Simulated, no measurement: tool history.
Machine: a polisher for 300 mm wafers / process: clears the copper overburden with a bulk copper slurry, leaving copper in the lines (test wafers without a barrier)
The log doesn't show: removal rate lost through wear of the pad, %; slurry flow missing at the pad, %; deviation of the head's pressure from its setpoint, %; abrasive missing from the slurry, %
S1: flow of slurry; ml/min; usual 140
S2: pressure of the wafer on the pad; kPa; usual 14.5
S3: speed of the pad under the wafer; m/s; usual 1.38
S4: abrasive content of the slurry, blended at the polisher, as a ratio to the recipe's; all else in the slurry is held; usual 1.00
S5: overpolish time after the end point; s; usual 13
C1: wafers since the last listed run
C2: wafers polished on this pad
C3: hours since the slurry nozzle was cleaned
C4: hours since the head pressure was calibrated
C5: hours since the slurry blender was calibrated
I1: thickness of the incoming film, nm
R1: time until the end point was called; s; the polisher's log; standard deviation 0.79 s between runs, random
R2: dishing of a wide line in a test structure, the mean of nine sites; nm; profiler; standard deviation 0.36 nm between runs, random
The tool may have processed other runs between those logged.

{"run": 1, "hour": 0.0, "S1": 140, "S2": 14.5, "S3": 1.48, "S4": 1.0, "S5": 13, "C1": 0, "C2": 363, "C3": 451.9, "C4": 952.9, "C5": 37.4, "I1": 732.5, "R1": 90.3, "R2": 32.8}
{"run": 2, "hour": 13.9, "S1": 140, "S2": 14.5, "S3": 1.38, "S4": 1.0, "S5": 13, "C1": 177, "C2": 540, "C3": 465.8, "C4": 966.8, "C5": 51.3, "I1": 730.0, "R1": 96.6, "R2": 32.9}
{"run": 3, "hour": 30.4, "S1": 140, "S2": 14.5, "S3": 1.38, "S4": 1.0, "S5": 13, "C1": 210, "C2": 750, "C3": 482.3, "C4": 983.3, "C5": 67.8, "I1": 715.7, "R1": 92.9, "R2": 32.5}
{"run": 4, "hour": 70.7, "S1": 140, "S2": 14.5, "S3": 1.38, "S4": 1.0, "S5": 10, "C1": 513, "C2": 1264, "C3": 522.6, "C4": 1023.6, "C5": 108.1, "I1": 724.9, "R1": 95.6, "R2": 29.4}
{"hour": 90.0, "done": "worn pad replaced by a new one"}
{"run": 5, "hour": 94.6, "S1": 140, "S2": 14.5, "S3": 1.38, "S4": 1.0, "S5": 10, "C1": 253, "C2": 59, "C3": 546.5, "C4": 1047.5, "C5": 132.0, "I1": 716.6, "R1": 95.1, "R2": 28.8}
{"run": 6, "hour": 127.5, "S1": 140, "S2": 14.5, "S3": 1.38, "S4": 1.0, "S5": 10, "C1": 419, "C2": 478, "C3": 579.4, "C4": 1080.4, "C5": 164.9, "I1": 720.5, "R1": 95.3, "R2": 29.5}
{"run": 7, "hour": 149.8, "S1": 140, "S2": 14.5, "S3": 1.38, "S4": 1.0, "S5": 13, "C1": 284, "C2": 762, "C3": 601.7, "C4": 1102.7, "C5": 187.2, "I1": 731.3, "R1": 97.9, "R2": 32.8}
{"run": 8, "hour": 169.9, "S1": 140, "S2": 14.5, "S3": 1.38, "S4": 1.0, "S5": 13, "C1": 256, "C2": 1018, "C3": 621.8, "C4": 1122.8, "C5": 207.3, "I1": 715.7, "R1": 96.8, "R2": 31.6}
{"hour": 183.9, "done": "worn pad replaced by a new one"}
{"run": 9, "hour": 196.9, "S1": 140, "S2": 14.5, "S3": 1.38, "S4": 1.1, "S5": 13, "C1": 293, "C2": 166, "C3": 648.8, "C4": 1149.8, "C5": 234.3, "I1": 719.7, "R1": 96.3, "R2": 31.8}
{"hour": 218.7, "done": "slurry blender recalibrated"}
{"run": 10, "hour": 227.4, "S1": 140, "S2": 12.4, "S3": 1.38, "S4": 1.0, "S5": 13, "C1": 363, "C2": 529, "C3": 679.3, "C4": 1180.3, "C5": 8.7, "I1": 729.5, "R1": 108.5, "R2": 30.2}
{"run": 11, "hour": 244.6, "S1": 120, "S2": 14.5, "S3": 1.38, "S4": 1.0, "S5": 6, "C1": 219, "C2": 748, "C3": 696.5, "C4": 1197.5, "C5": 25.9, "I1": 727.9, "R1": 96.2, "R2": 22.7}
{"run": 12, "hour": 267.6, "S1": 140, "S2": 14.5, "S3": 1.38, "S4": 1.0, "S5": 13, "C1": 293, "C2": 1041, "C3": 719.5, "C4": 1220.5, "C5": 48.9, "I1": 731.0, "R1": 96.1, "R2": 32.6}
{"hour": 278.2, "done": "worn pad replaced by a new one"}
{"run": 13, "hour": 298.9, "S1": 140, "S2": 14.5, "S3": 1.38, "S4": 1.0, "S5": 10, "C1": 347, "C2": 263, "C3": 750.8, "C4": 1251.8, "C5": 80.2, "I1": 721.1, "R1": 92.5, "R2": 29.6}
{"hour": 305.3, "done": "head pressure recalibrated"}
{"run": 14, "hour": 314.8, "S1": 185, "S2": 14.5, "S3": 1.38, "S4": 0.7, "S5": 20, "C1": 177, "C2": 440, "C3": 766.7, "C4": 9.5, "C5": 96.1, "I1": 724.5, "R1": 97.7, "R2": 35.2}
{"hour": 327.9, "done": "slurry nozzle cleaned"}
{"run": 15, "hour": 351.0, "S1": 140, "S2": 14.5, "S3": 1.38, "S4": 0.85, "S5": 13, "C1": 448, "C2": 889, "C3": 23.1, "C4": 45.7, "C5": 132.3, "I1": 740.9, "R1": 100.2, "R2": 32.3}
{"run": 16, "hour": 374.0, "S1": 185, "S2": 14.5, "S3": 1.56, "S4": 0.8, "S5": 19, "C1": 293, "C2": 1182, "C3": 46.1, "C4": 68.7, "C5": 155.3, "I1": 729.9, "R1": 85.6, "R2": 35.3}
{"run": 17, "hour": 396.8, "S1": 105, "S2": 13.1, "S3": 1.38, "S4": 1.25, "S5": 20, "C1": 290, "C2": 1473, "C3": 68.9, "C4": 91.5, "C5": 178.1, "I1": 721.3, "R1": 105.9, "R2": 35.0}
{"hour": 402.4, "done": "worn pad replaced by a new one"}
{"run": 18, "hour": 409.9, "S1": 140, "S2": 14.5, "S3": 1.38, "S4": 1.0, "S5": 13, "C1": 115, "C2": 95, "C3": 82.0, "C4": 104.6, "C5": 191.2, "I1": 718.2, "R1": 95.6, "R2": 32.2}

Each row is a separate what-if for the run after 18, all from the same tool condition, not one after another. Results?
{"run": "A", "hour": 410.3, "S1": 140, "S2": 14.5, "S3": 1.38, "S4": 1.0, "S5": 13, "C1": 5, "C2": 101, "C3": 82.4, "C4": 105.0, "C5": 191.6, "I1": 727.1, "R1": "?", "R2": "?"}
{"run": "B", "hour": 410.3, "S1": 155, "S2": 14.5, "S3": 1.38, "S4": 1.0, "S5": 13, "C1": 5, "C2": 101, "C3": 82.4, "C4": 105.0, "C5": 191.6, "I1": 727.1, "R1": "?", "R2": "?"}
{"run": "C", "hour": 410.3, "S1": 95, "S2": 10.3, "S3": 1.18, "S4": 1.2, "S5": 13, "C1": 5, "C2": 101, "C3": 82.4, "C4": 105.0, "C5": 191.6, "I1": 727.1, "R1": "?", "R2": "?"}

run=A R1=96.7 R2=31.8
run=B R1=94.9 R2=32.0
run=C R1=160.9 R2=25.3
Without the tool's unlogged condition, the same runs would have read:
run=A R1=93.4 R2=32.1
run=B R1=91.7 R2=32.3
run=C R1=155.3 R2=25.7
